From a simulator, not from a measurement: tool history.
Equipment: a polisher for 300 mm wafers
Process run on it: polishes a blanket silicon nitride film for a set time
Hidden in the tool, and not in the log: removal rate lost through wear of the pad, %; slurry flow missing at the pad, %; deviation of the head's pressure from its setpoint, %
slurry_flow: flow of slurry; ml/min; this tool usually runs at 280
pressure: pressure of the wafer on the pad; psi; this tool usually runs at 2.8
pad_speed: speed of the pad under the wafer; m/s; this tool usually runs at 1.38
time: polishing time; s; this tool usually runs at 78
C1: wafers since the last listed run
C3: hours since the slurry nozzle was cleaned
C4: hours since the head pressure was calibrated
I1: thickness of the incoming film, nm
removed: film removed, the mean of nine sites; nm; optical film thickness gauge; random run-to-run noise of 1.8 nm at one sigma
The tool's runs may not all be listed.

Run 1, hour 0: usual settings but pad_speed 1 m/s; C1 0; wafers polished on this pad 578; C3 335.4; C4 829.3; I1 893.9. Result: removed 116.4 nm.
Run 2, hour 19: usual settings but pad_speed 1 m/s; C1 101; wafers polished on this pad 680; C3 354.4; C4 848.3; I1 891.8. Result: removed 118 nm.
Run 3, hour 47.6: usual settings but pad_speed 1.04 m/s, time 72 s; C1 152; wafers polished on this pad 832; C3 383; C4 876.9; I1 877.9. Result: removed 111.1 nm.
At hour 80.1: worn pad replaced by a new one.
Run 4, hour 83.4: usual settings but slurry_flow 325 ml/min; C1 169; wafers polished on this pad 17; C3 418.8; C4 912.7; I1 875.7. Result: removed 154.5 nm.
Run 5, hour 96.5: usual settings but slurry_flow 325 ml/min; C1 69; wafers polished on this pad 87; C3 431.9; C4 925.8; I1 888.6. Result: removed 151.6 nm.
Run 6, hour 136.9: usual settings; C1 215; wafers polished on this pad 302; C3 472.3; C4 966.2; I1 873.8. Result: removed 152.2 nm.
Run 7, hour 153.6: usual settings; C1 88; wafers polished on this pad 391; C3 489; C4 982.9; I1 878.2. Result: removed 151.9 nm.
Run 8, hour 185.2: usual settings; C1 168; wafers polished on this pad 559; C3 520.6; C4 1014.5; I1 875.6. Result: removed 150.6 nm.
Run 9, hour 198.4: usual settings but time 69 s; C1 70; wafers polished on this pad 629; C3 533.8; C4 1027.7; I1 872.8. Result: removed 131.2 nm.
Run 10, hour 228.6: usual settings but pressure 1.8 psi, time 65 s; C1 160; wafers polished on this pad 790; C3 564; C4 1057.9; I1 879.5. Result: removed 99.2 nm.
Run 11, hour 243.4: usual settings but time 91 s; C1 78; wafers polished on this pad 869; C3 578.8; C4 1072.7; I1 893. Result: removed 172.7 nm.
At hour 263.2: worn pad replaced by a new one.
Run 12, hour 269.8: usual settings but pad_speed 1.78 m/s; C1 119; wafers polished on this pad 35; C3 605.2; C4 1099.1; I1 877.9. Result: removed 185.8 nm.
Run 13, hour 295.4: usual settings but slurry_flow 370 ml/min, pad_speed 1.2 m/s, time 56 s; C1 136; wafers polished on this pad 171; C3 630.8; C4 1124.7; I1 880.8. Result: removed 97.6 nm.
At hour 301.2: head pressure recalibrated.
Run 14, hour 315: usual settings; C1 93; wafers polished on this pad 265; C3 650.4; C4 13.8; I1 877.8. Result: removed 148.5 nm.
At hour 324.5: slurry nozzle cleaned.
Run 15, hour 347.3: usual settings; C1 166; wafers polished on this pad 431; C3 22.8; C4 46.1; I1 878.4. Result: removed 146.9 nm.
Run 16, hour 374.5: usual settings; C1 144; wafers polished on this pad 576; C3 50; C4 73.3; I1 875.6. Result: removed 151.9 nm.
Run 17, hour 403.8: usual settings but pad_speed 1.2 m/s, time 89 s; C1 156; wafers polished on this pad 732; C3 79.3; C4 102.6; I1 895.6. Result: removed 152.7 nm.
At hour 412.7: worn pad replaced by a new one.
Run 18, hour 503.6: usual settings but pressure 3.6 psi; C1 510; wafers polished on this pad 484; C3 179.1; C4 202.4; I1 893. Result: removed 178 nm.
Run 19, hour 527.7: usual settings but slurry_flow 335 ml/min, pressure 3.3 psi, pad_speed 1.12 m/s, time 62 s; C1 128; wafers polished on this pad 612; C3 203.2; C4 226.5; I1 871.1. Result: removed 112.8 nm.

Forecast each of these 4 alternatives for the next run:
Run A, hour 528.2: usual settings but slurry_flow 245 ml/min; C1 2; wafers polished on this pad 615; C3 203.7; C4 227; I1 895.1. Result: removed ?.
Run B, hour 528.2: usual settings but slurry_flow 230 ml/min, pressure 3.4 psi, pad_speed 1.8 m/s, time 100 s; C1 2; wafers polished on this pad 615; C3 203.7; C4 227; I1 895.1. Result: removed ?.
Run C, hour 528.2: usual settings but slurry_flow 240 ml/min, pad_speed 1.12 m/s, time 96 s; C1 2; wafers polished on this pad 615; C3 203.7; C4 227; I1 895.1. Result: removed ?.
Run D, hour 528.2: usual settings but pad_speed 1.14 m/s, time 91 s; C1 2; wafers polished on this pad 615; C3 203.7; C4 227; I1 895.1. Result: removed ?.

run  removed
  A    148.1
  B    263.6
  C    154.2
  D    149.6
What these runs would have given with no unlogged condition in the tool:
run  removed
  A    148.1
  B    263.6
  C    154.2
  D    149.6
